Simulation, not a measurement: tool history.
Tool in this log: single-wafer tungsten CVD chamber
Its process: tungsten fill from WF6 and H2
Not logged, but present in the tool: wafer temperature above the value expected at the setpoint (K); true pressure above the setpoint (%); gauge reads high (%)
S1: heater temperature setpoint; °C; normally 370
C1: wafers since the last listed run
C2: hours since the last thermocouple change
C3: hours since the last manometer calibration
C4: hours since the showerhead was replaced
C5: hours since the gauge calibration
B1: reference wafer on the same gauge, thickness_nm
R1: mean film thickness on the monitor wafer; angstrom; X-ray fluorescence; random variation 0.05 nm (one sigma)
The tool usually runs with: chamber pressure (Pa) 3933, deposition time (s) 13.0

Run 1, day 0.000: usual settings but chamber pressure (Pa) 4293, deposition time (s) 14.1; C1 0; C2 921.4; C3 1630.1; C4 6913.8; C5 684.5; B1 22.777. Result: R1 234.00 angstrom.
Run 2, day 1.596: usual settings but chamber pressure (Pa) 4293, deposition time (s) 14.1; C1 940; C2 959.7; C3 1668.4; C4 6952.1; C5 722.8; B1 22.772. Result: R1 235.37 angstrom.
Run 3, day 5.575: usual settings but chamber pressure (Pa) 4293, deposition time (s) 14.1; C1 2345; C2 1055.2; C3 1763.9; C4 7047.6; C5 818.3; B1 22.814. Result: R1 235.47 angstrom.
At day 7.221: thermocouple changed; heater temperature recalibrated.
Run 4, day 8.904: usual settings but chamber pressure (Pa) 3146; C1 1766; C2 40.4; C3 1843.8; C4 7127.5; C5 898.2; B1 22.844. Result: R1 181.13 angstrom.
Run 5, day 10.725: usual settings but chamber pressure (Pa) 3146; C1 1073; C2 84.1; C3 1887.5; C4 7171.2; C5 941.9; B1 22.879. Result: R1 181.30 angstrom.
Run 6, day 13.292: usual settings; C1 1513; C2 145.7; C3 1949.1; C4 7232.8; C5 1003.5; B1 22.914. Result: R1 208.33 angstrom.
Run 7, day 16.696: usual settings but chamber pressure (Pa) 4533; C1 2006; C2 227.4; C3 2030.8; C4 7314.5; C5 1085.2; B1 22.945. Result: R1 223.57 angstrom.
Run 8, day 19.354: usual settings but chamber pressure (Pa) 4533; C1 1567; C2 291.2; C3 2094.6; C4 7378.3; C5 1149.0; B1 22.927. Result: R1 225.33 angstrom.
At day 22.508: gauge calibrated.
Run 9, day 23.796: usual settings but chamber pressure (Pa) 4533; C1 2618; C2 397.8; C3 2201.2; C4 7484.9; C5 30.9; B1 22.531. Result: R1 221.11 angstrom.
Run 10, day 27.517: usual settings; C1 2193; C2 487.1; C3 2290.5; C4 7574.2; C5 120.2; B1 22.586. Result: R1 203.51 angstrom.
Run 11, day 30.062: usual settings; C1 1500; C2 548.2; C3 2351.6; C4 7635.3; C5 181.3; B1 22.629. Result: R1 205.16 angstrom.
Run 12, day 33.638: usual settings; C1 2107; C2 634.0; C3 2437.4; C4 7721.1; C5 267.1; B1 22.635. Result: R1 205.13 angstrom.
Run 13, day 36.021: usual settings but S1 379 °C, chamber pressure (Pa) 3253; C1 1404; C2 691.2; C3 2494.6; C4 7778.3; C5 324.3; B1 22.673. Result: R1 221.36 angstrom.
Run 14, day 40.188: usual settings; C1 2456; C2 791.2; C3 2594.6; C4 7878.3; C5 424.3; B1 22.700. Result: R1 205.36 angstrom.
Run 15, day 44.550: usual settings but deposition time (s) 11.1; C1 2571; C2 895.9; C3 2699.3; C4 7983.0; C5 529.0; B1 22.732. Result: R1 176.31 angstrom.
At day 46.946: thermocouple changed; heater temperature recalibrated.
At day 49.242: capacitance manometer re-zeroed and calibrated.
Run 16, day 49.262: usual settings but deposition time (s) 11.1; C1 2384; C2 55.6; C3 0.5; C4 8096.1; C5 642.1; B1 22.785. Result: R1 176.19 angstrom.
Run 17, day 51.996: usual settings but S1 356 °C, chamber pressure (Pa) 4786, deposition time (s) 12.3; C1 1611; C2 121.2; C3 66.1; C4 8161.7; C5 707.7; B1 22.796. Result: R1 160.45 angstrom.
Run 18, day 54.942: usual settings but chamber pressure (Pa) 4400; C1 1736; C2 191.9; C3 136.8; C4 8232.4; C5 778.4; B1 22.802. Result: R1 220.44 angstrom.
Run 19, day 56.629: usual settings; C1 994; C2 232.4; C3 177.3; C4 8272.9; C5 818.9; B1 22.810. Result: R1 206.77 angstrom.
At day 59.367: showerhead replaced.
Run 20, day 60.154: usual settings but S1 364 °C, chamber pressure (Pa) 4466, deposition time (s) 15.3; C1 1881; C2 317.0; C3 261.9; C4 18.9; C5 903.5; B1 22.866. Result: R1 229.41 angstrom.
Run 21, day 62.104: usual settings; C1 1149; C2 363.8; C3 308.7; C4 65.7; C5 950.3; B1 22.874. Result: R1 206.96 angstrom.
Run 22, day 65.829: usual settings but chamber pressure (Pa) 4733; C1 2195; C2 453.2; C3 398.1; C4 155.1; C5 1039.7; B1 22.875. Result: R1 229.59 angstrom.
Run 23, day 67.817: usual settings; C1 1171; C2 500.9; C3 445.8; C4 202.8; C5 1087.4; B1 22.892. Result: R1 207.62 angstrom.
Run 24, day 70.175: usual settings; C1 1390; C2 557.5; C3 502.4; C4 259.4; C5 1144.0; B1 22.956. Result: R1 207.25 angstrom.
Run 25, day 72.854: usual settings but deposition time (s) 11.5; C1 1579; C2 621.8; C3 566.7; C4 323.7; C5 1208.3; B1 22.932. Result: R1 183.48 angstrom.
At day 74.479: gauge calibrated.
Run 26, day 77.258: usual settings but chamber pressure (Pa) 3506, deposition time (s) 14.9; C1 2596; C2 727.5; C3 672.4; C4 429.4; C5 66.7; B1 22.683. Result: R1 219.40 angstrom.
Run 27, day 80.812: usual settings; C1 2095; C2 812.8; C3 757.7; C4 514.7; C5 152.0; B1 22.667. Result: R1 205.80 angstrom.
Run 28, day 84.429: usual settings; C1 2131; C2 899.6; C3 844.5; C4 601.5; C5 238.8; B1 22.692. Result: R1 205.50 angstrom.
Run 29, day 87.588: usual settings but S1 364 °C, chamber pressure (Pa) 3586, deposition time (s) 14.8; C1 1861; C2 975.4; C3 920.3; C4 677.3; C5 314.6; B1 22.752. Result: R1 194.59 angstrom.
Run 30, day 90.862: usual settings but S1 379 °C, chamber pressure (Pa) 4906, deposition time (s) 13.9; C1 1930; C2 1054.0; C3 998.9; C4 755.9; C5 393.2; B1 22.776. Result: R1 301.04 angstrom.
At day 92.571: thermocouple changed; heater temperature recalibrated.
Run 31, day 92.592: usual settings but S1 359 °C, deposition time (s) 14.5; C1 822; C2 0.5; C3 1040.4; C4 797.4; C5 434.7; B1 22.779. Result: R1 181.04 angstrom.
Run 32, day 96.550: usual settings but S1 365 °C, chamber pressure (Pa) 4640, deposition time (s) 10.8; C1 2333; C2 95.5; C3 1135.4; C4 892.4; C5 529.7; B1 22.840. Result: R1 168.93 angstrom.
Run 33, day 100.629: usual settings; C1 2404; C2 193.4; C3 1233.3; C4 990.3; C5 627.6; B1 22.812. Result: R1 206.75 angstrom.

How the hidden state differs across the entries between the runs, from the last listed run before each to the first after it:
In the gap between runs 3 and 4: thermocouple changed; heater temperature recalibrated (day 7.221)
  gauge reads high (%): 0.964 -> 1.08
  measured value less the no-hidden-state value, R1: +2.25 -> +1.94 angstrom
In the gap between runs 8 and 9: gauge calibrated (day 22.508)
  gauge reads high (%): 1.44 -> -0.162
  measured value less the no-hidden-state value, R1: +3.20 -> -0.36 angstrom
In the gap between runs 15 and 16: thermocouple changed; heater temperature recalibrated (day 46.946); capacitance manometer re-zeroed and calibrated (day 49.242)
  gauge reads high (%): 0.554 -> 0.716
  measured value less the no-hidden-state value, R1: +0.97 -> +1.26 angstrom
In the gap between runs 19 and 20: showerhead replaced (day 59.367)
  gauge reads high (%): 0.97 -> 1.09
  measured value less the no-hidden-state value, R1: +1.98 -> +2.48 angstrom
In the gap between runs 25 and 26: gauge calibrated (day 74.479)
  gauge reads high (%): 1.53 -> 0.249
  measured value less the no-hidden-state value, R1: +2.77 -> +0.54 angstrom
In the gap between runs 30 and 31: thermocouple changed; heater temperature recalibrated (day 92.571)
  gauge reads high (%): 0.718 -> 0.777
  measured value less the no-hidden-state value, R1: +2.14 -> +1.39 angstrom
